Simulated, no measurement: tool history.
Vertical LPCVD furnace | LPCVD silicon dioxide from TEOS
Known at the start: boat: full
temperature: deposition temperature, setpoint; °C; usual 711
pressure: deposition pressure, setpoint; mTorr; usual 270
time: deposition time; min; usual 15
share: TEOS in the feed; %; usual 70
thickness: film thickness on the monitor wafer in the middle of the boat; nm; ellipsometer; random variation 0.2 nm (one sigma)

run	hour	temperature	pressure	time	share	read-back reference wafer on the same gauge, thickness	thickness
1	0	704	270	15	81	149.02	132.04
2	12.8	711	295	15	67	149	146.95
3	23.1	711	295	15	67	148.97	147.22
4	43.1	711	295	15	67	148.98	146.98
5	60.6	711	270	15	70	148.96	143.97
6	77.9	711	270	15	70	148.96	144.16
7	91.3	711	270	15	70	148.97	143.9
8	111.4	711	270	15	70	149.02	144.28
# hour 139.8: TEOS flow controller replaced
9	140.3	711	270	15	70	149.04	144.07
10	145.2	711	270	15	70	148.99	144.05
11	153.1	711	270	15	70	149	143.99
# hour 188.5: pressure gauge zeroed
# hour 192.9: thermocouples replaced and temperature profile calibrated
12	193.4	708	270	15	70	149	140.38
13	198.2	711	270	15	70	148.94	150.37
14	203.1	715	270	13	70	148.96	143.07
15	214.8	711	270	12.5	70	148.99	125.43
16	222.4	706	270	10	78	149.07	94.63
# hour 241.8: gauge calibrated
# hour 251.5: thermocouples replaced and temperature profile calibrated, repeated, since the last time left the tool worse
17	252	711	240	11.5	81	148.99	104.06
18	256.9	717	270	15	70	149	153.75
19	261.8	720	240	20	77	148.97	216.42
20	277.6	711	270	11.5	75	148.97	106.3
21	296.9	704	270	15	81	149.07	122.74
22	311.8	711	270	15	58	149.04	122.17
23	325.6	711	295	15	67	148.97	137.17
24	334.2	704	270	20	76	148.98	159.13
25	341.6	711	270	15	59	149.05	123.12

Forecast each of these 3 alternatives for the next run:
A	346.6	711	270	15	70	?	?
B	346.6	721	235	15	70	?	?
C	346.6	705	325	19.5	70	?	?

run	read-back reference wafer on the same gauge, thickness	thickness
A	149	133.98
B	149	156.54
C	149	166.59
Without the tool's hidden state the same runs would have given:
run	thickness
A	133.72
B	156.23
C	166.26
